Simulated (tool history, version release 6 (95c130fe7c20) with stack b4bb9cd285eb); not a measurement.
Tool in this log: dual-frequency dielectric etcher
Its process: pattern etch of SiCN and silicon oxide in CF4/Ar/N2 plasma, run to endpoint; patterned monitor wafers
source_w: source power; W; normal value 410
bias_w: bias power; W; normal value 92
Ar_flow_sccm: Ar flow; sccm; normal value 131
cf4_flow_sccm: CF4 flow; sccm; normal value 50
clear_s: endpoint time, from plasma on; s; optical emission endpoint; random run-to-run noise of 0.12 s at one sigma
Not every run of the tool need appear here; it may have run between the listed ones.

run,day,source_w,bias_w,Ar_flow_sccm,cf4_flow_sccm,"incoming incoming film thickness, nm",clear_s
1,0.000,360,92,131,50,17.47,25.2
2,1.625,410,92,131,50,17.70,22.9
3,4.350,410,109,131,50,17.58,21.5
4,6.896,480,92,131,50,17.50,19.9
# day 9.946: wet clean of the chamber
5,9.967,480,92,131,50,17.46,19.3
# day 12.242: CF4 flow controller replaced
6,12.342,480,92,131,50,17.68,19.5
7,13.450,410,92,131,58,17.56,22.1
8,14.971,410,92,131,50,17.59,22.8
# day 17.408: source power generator calibrated
# day 17.546: Ar flow controller replaced
9,17.879,410,92,131,50,17.38,22.8
10,20.829,410,92,131,50,17.51,23.2
# day 22.342: upper electrode replaced
11,22.362,340,105,103,46,17.47,25.5
12,24.354,410,92,131,50,17.80,23.9
# day 25.879: wet clean of the chamber
13,27.346,410,92,131,50,17.59,22.4
14,28.962,380,92,131,42,17.42,24.5
# day 29.654: bias power generator calibrated
15,30.025,410,83,150,60,17.49,23.5
16,32.262,410,92,100,56,17.58,21.5
17,34.225,410,92,131,50,17.54,22.9
18,36.946,440,113,162,53,17.63,20.6
19,38.525,410,84,131,39,17.58,25.0
# day 40.979: wet clean of the chamber
20,41.000,470,92,154,56,17.49,20.0

Exercise: give the hidden state of the tool at every run:
source power that arrives over what is set, %: 0 across all the runs
bias power that arrives over what is set, %: 0 across all the runs
Ar flow that arrives over what is set, %: 0 across all the runs
CF4 flow that arrives over what is set, %: 0 across all the runs
H1: etch rate over this chamber's usual, %
run,H1
1,-1.54
2,-2.07
3,-2.98
4,-3.82
5,-0.96
6,-1.75
7,-2.11
8,-2.62
9,-3.58
10,-4.56
11,-5.07
12,-5.73
13,-0.751
14,-1.29
15,-1.64
16,-2.38
17,-3.03
18,-3.93
19,-4.45
20,-0.64
